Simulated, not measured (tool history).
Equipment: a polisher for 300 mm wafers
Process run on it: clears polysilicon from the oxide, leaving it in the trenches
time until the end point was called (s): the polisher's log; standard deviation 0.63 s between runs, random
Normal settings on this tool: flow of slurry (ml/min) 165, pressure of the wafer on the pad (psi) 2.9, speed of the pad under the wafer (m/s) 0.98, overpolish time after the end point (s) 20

run,day,flow of slurry (ml/min),pressure of the wafer on the pad (psi),speed of the pad under the wafer (m/s),overpolish time after the end point (s),wafers since the last listed run,wafers polished on this pad,hours since the slurry nozzle was cleaned,hours since the head pressure was calibrated,"incoming thickness of the incoming film, nm",time until the end point was called (s)
1,0,165,3.1,0.98,20,0,447,110.1,545.5,480.6,30.5
2,1.308,165,2.9,0.78,14,199,646,141.5,576.9,480.1,39.5
3,2.7,165,2.9,1.08,20,211,858,174.9,610.3,477.2,29.9
4,4.783,165,2.9,0.98,20,317,1175,224.9,660.3,488.2,36.7
# day 4.921: slurry nozzle cleaned
5,6.242,165,2.9,0.98,20,215,1390,31.7,695.3,486.9,33.4
# day 8.679: worn pad replaced by a new one
6,9.146,165,2.9,0.98,20,416,71,101.4,765,474.3,33.5
7,14.779,165,2.9,0.98,20,857,928,236.6,900.2,481.5,36.1
8,16.354,165,2.9,0.98,20,239,1168,274.4,938,479.7,38
# day 17.092: slurry nozzle cleaned
9,17.412,165,2.9,0.98,20,154,1323,7.7,963.4,476.6,32
# day 19.175: worn pad replaced by a new one, of another model than before
10,20.083,165,2.9,0.98,20,381,138,71.8,1027.5,483.1,33
# day 21.85: head pressure recalibrated
11,22.517,165,2.9,0.98,20,357,495,130.2,16,481.2,35.7
12,24.067,165,2.9,0.98,20,235,731,167.4,53.2,485,36.1
13,26.654,165,2.9,0.98,20,393,1125,229.5,115.3,478,39.4
14,28.238,165,2.9,0.98,20,241,1366,267.5,153.3,475.6,45.2
# day 29.883: slurry nozzle cleaned
# day 30.429: worn pad replaced by a new one
15,30.483,210,2.3,0.98,11,310,8,14.4,207.2,487.8,34.4
16,33.108,215,2.9,0.98,20,399,407,77.4,270.2,485.5,31.3
17,34.242,165,2.9,0.98,20,172,580,104.6,297.4,477.3,33.5
18,35.467,165,2.9,0.78,14,186,766,134,326.8,480.2,41.6
19,36.8,135,2.9,0.98,13,202,969,166,358.8,476.8,39.6
20,39.742,165,2.1,0.72,20,447,1417,236.6,429.4,481.8,63.2
# day 40.062: slurry nozzle cleaned
21,42.225,130,2.6,1.16,32,371,1789,51.9,489,473.4,31.6
# day 42.746: worn pad replaced by a new one
22,43.875,165,3.7,0.98,20,225,171,91.5,528.6,480,28.8
23,44.992,165,3.2,1.14,20,169,341,118.3,555.4,483.7,27.9
24,47.775,165,3.4,0.98,20,423,765,185.1,622.2,474.4,34.4
25,48.992,145,3.8,0.98,29,185,950,214.3,651.4,477.5,34.3
# day 50.562: slurry nozzle cleaned
26,51.183,165,2.9,0.98,20,327,1277,14.9,704,476.8,31.7
27,52.696,165,2.9,0.98,20,230,1508,51.2,740.3,481.7,31.7
# day 53.379: worn pad replaced by a new one
28,54.138,165,2,1.16,20,194,115,85.8,774.9,488,35
29,55.633,185,2.9,0.98,15,227,343,121.7,810.8,478.6,31.5

Branching from run 29: 3 alternative next runs. What would each branch give?
A,55.65,165,2.9,0.64,20,2,345,122.1,811.2,482.7,?
B,55.65,210,3.5,0.98,14,2,345,122.1,811.2,482.7,?
C,55.65,165,2.2,0.98,20,2,345,122.1,811.2,482.7,?

run,time until the end point was called (s)
A,52.2
B,28.6
C,39.3
Without the tool's hidden state the same runs would have given:
run,time until the end point was called (s)
A,48.4
B,27.1
C,36.4
